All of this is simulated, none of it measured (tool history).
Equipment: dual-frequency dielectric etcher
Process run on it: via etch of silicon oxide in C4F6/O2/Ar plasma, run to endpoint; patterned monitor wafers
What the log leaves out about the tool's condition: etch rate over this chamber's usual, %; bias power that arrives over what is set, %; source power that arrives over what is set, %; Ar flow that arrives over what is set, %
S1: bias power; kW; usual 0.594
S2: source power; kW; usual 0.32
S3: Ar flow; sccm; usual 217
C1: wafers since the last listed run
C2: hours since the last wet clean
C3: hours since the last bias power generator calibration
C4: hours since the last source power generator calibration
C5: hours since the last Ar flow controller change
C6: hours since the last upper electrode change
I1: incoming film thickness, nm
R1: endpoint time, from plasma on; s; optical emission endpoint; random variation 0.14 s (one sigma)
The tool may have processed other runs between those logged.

{"run": 1, "day": 0.0, "S1": 0.594, "S2": 0.32, "S3": 217, "C1": 0, "C2": 231.8, "C3": 3092.8, "C4": 3669.3, "C5": 3582, "C6": 3223.9, "I1": 147, "R1": 31}
{"run": 2, "day": 6.867, "S1": 0.594, "S2": 0.32, "S3": 217, "C1": 1448, "C2": 396.6, "C3": 3257.6, "C4": 3834.1, "C5": 3746.8, "C6": 3388.7, "I1": 145.6, "R1": 31.2}
{"run": 3, "day": 9.05, "S1": 0.594, "S2": 0.32, "S3": 217, "C1": 460, "C2": 449, "C3": 3310, "C4": 3886.5, "C5": 3799.2, "C6": 3441.1, "I1": 146.5, "R1": 31.4}
{"run": 4, "day": 11.462, "S1": 0.594, "S2": 0.32, "S3": 217, "C1": 508, "C2": 506.9, "C3": 3367.9, "C4": 3944.4, "C5": 3857.1, "C6": 3499, "I1": 147.8, "R1": 31.6}
{"day": 12.533, "done": "wet clean of the chamber"}
{"run": 5, "day": 13.746, "S1": 0.594, "S2": 0.32, "S3": 217, "C1": 270, "C2": 29.1, "C3": 3422.7, "C4": 3999.2, "C5": 3911.9, "C6": 3553.8, "I1": 148, "R1": 31.1}
{"run": 6, "day": 15.533, "S1": 0.594, "S2": 0.32, "S3": 217, "C1": 377, "C2": 72, "C3": 3465.6, "C4": 4042.1, "C5": 3954.8, "C6": 3596.7, "I1": 145.8, "R1": 30.7}
{"day": 15.775, "done": "source power generator calibrated"}
{"day": 17.996, "done": "Ar flow controller replaced"}
{"day": 20.804, "done": "upper electrode replaced"}
{"run": 7, "day": 23.358, "S1": 0.594, "S2": 0.32, "S3": 217, "C1": 1351, "C2": 259.8, "C3": 3653.4, "C4": 182, "C5": 128.7, "C6": 61.3, "I1": 147.9, "R1": 31.6}
{"run": 8, "day": 25.217, "S1": 0.594, "S2": 0.32, "S3": 232, "C1": 391, "C2": 304.4, "C3": 3698, "C4": 226.6, "C5": 173.3, "C6": 105.9, "I1": 146.3, "R1": 31.4}
{"day": 27.504, "done": "bias power generator calibrated"}
{"run": 9, "day": 27.588, "S1": 0.594, "S2": 0.32, "S3": 217, "C1": 464, "C2": 361.3, "C3": 2, "C4": 283.5, "C5": 230.2, "C6": 162.8, "I1": 145.8, "R1": 31}
{"run": 10, "day": 30.029, "S1": 0.594, "S2": 0.32, "S3": 166, "C1": 515, "C2": 419.9, "C3": 60.6, "C4": 342.1, "C5": 288.8, "C6": 221.4, "I1": 144.5, "R1": 30.7}
{"run": 11, "day": 31.275, "S1": 0.65, "S2": 0.26, "S3": 171, "C1": 262, "C2": 449.8, "C3": 90.5, "C4": 372, "C5": 318.7, "C6": 251.3, "I1": 146.9, "R1": 32.7}
{"run": 12, "day": 32.704, "S1": 0.452, "S2": 0.32, "S3": 181, "C1": 301, "C2": 484.1, "C3": 124.8, "C4": 406.3, "C5": 353, "C6": 285.6, "I1": 148, "R1": 35.6}
{"run": 13, "day": 39.304, "S1": 0.594, "S2": 0.32, "S3": 217, "C1": 1392, "C2": 642.5, "C3": 283.2, "C4": 564.7, "C5": 511.4, "C6": 444, "I1": 147, "R1": 32}
{"run": 14, "day": 40.779, "S1": 0.594, "S2": 0.32, "S3": 217, "C1": 311, "C2": 677.9, "C3": 318.6, "C4": 600.1, "C5": 546.8, "C6": 479.4, "I1": 147.6, "R1": 32.2}

Take each entry between the runs: how does the hidden state at the last listed run before it differ from the hidden state at the first listed run after it?
After run 4, before run 5: wet clean of the chamber (day 12.533)
  etch rate over this chamber's usual, %: -2.26 -> 0.00848
  the result without the hidden state subtracted from the measured one, R1: +0.7 -> +0 s
After run 6, before run 7: source power generator calibrated (day 15.775); Ar flow controller replaced (day 17.996); upper electrode replaced (day 20.804)
  etch rate over this chamber's usual, %: -0.202 -> -1.12
  the result without the hidden state subtracted from the measured one, R1: +0.1 -> +0.4 s
After run 8, before run 9: bias power generator calibrated (day 27.504)
  etch rate over this chamber's usual, %: -1.34 -> -1.62
  the result without the hidden state subtracted from the measured one, R1: +0.4 -> +0.5 s
